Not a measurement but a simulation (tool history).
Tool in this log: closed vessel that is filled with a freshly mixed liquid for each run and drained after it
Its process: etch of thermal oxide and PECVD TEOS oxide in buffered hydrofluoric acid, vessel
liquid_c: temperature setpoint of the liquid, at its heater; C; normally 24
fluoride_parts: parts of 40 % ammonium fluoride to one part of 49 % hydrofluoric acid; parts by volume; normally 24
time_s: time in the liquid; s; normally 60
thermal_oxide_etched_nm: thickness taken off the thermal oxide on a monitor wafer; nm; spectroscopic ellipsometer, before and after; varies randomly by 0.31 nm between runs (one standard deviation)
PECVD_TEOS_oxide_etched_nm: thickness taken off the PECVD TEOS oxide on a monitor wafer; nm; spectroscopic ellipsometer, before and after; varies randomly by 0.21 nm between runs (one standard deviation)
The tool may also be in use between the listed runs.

run	day	liquid_c	fluoride_parts	time_s	wafers since the last listed run	hours since the thermometer was replaced	hours since the hydrofluoric acid flow meter was replaced	hours since the gauge calibration	read-back film thickness of the thermal oxide reference wafer, read on the same gauge (nm)	read-back film thickness of the PECVD TEOS oxide reference wafer, read on the same gauge (nm)	thermal_oxide_etched_nm	PECVD_TEOS_oxide_etched_nm
1	0	24	24	60	0	69.3	924	493.9	140.01	40.02	32.03	32.12
2	1.871	24	24	60	4082	114.2	968.9	538.8	139.98	39.98	32.45	32.06
3	4.692	24	24	60	6155	181.9	1036.6	606.5	140.02	40	32.1	31.65
4	6.188	24	24	60	3264	217.8	1072.5	642.4	140.01	39.97	32.27	31.7
5	8.217	24	24	60	4428	266.5	1121.2	691.1	140.06	39.98	32.08	31.78
6	11.008	24	24	60	6092	333.5	1188.2	758.1	139.97	40.02	32.35	31.29
7	12.112	24	24	60	2409	360	1214.7	784.6	140	40.02	31.72	31.53
# day 13.833: hydrofluoric acid flow meter replaced
8	14.604	24	24	60	5346	419.8	18.5	844.4	140	40	34.99	34.45
9	17.208	24	24	60	5682	482.3	81	906.9	140.03	40.02	34.62	34.3
10	18.212	27	24	60	2191	506.4	105.1	931	139.97	39.98	40.77	40.23
11	19.679	27.5	24	60	3200	541.6	140.3	966.2	140.03	39.99	41.65	41.01
# day 20.929: gauge calibrated
12	22.246	24	24	60	5601	603.2	201.9	31.6	139.99	39.97	34	34.07
13	23.521	29	24	40	2782	633.8	232.5	62.2	140.01	39.97	30.17	29.09
14	24.988	24	30	50	3200	669	267.7	97.4	140	39.99	24.13	23.99
15	27.9	21.5	27.5	60	6355	738.9	337.6	167.3	139.99	39.96	27.08	26.54
# day 28.412: thermometer replaced
16	30.092	24	24	60	4691	40.3	390.2	219.9	140.05	39.99	33.86	33.61
17	32.846	26.5	24	30	6010	106.4	456.3	286	140	40	19.12	19.01
18	35.208	24	24	40	5155	163.1	513	342.7	139.98	40.03	22.54	22.27

Forecast run 19:
19	36.812	27	15.5	85	3500	201.6	551.5	381.2	?	?	?	?

{"run 19": {"read-back film thickness of the thermal oxide reference wafer, read on the same gauge (nm)": 139.98, "read-back film thickness of the PECVD TEOS oxide reference wafer, read on the same gauge (nm)": 40, "thermal_oxide_etched_nm": 79.42, "PECVD_TEOS_oxide_etched_nm": 78.03}}
With no hidden state in the tool, this same run would have given thermal_oxide_etched_nm 84.71 nm, PECVD_TEOS_oxide_etched_nm 83.23 nm.
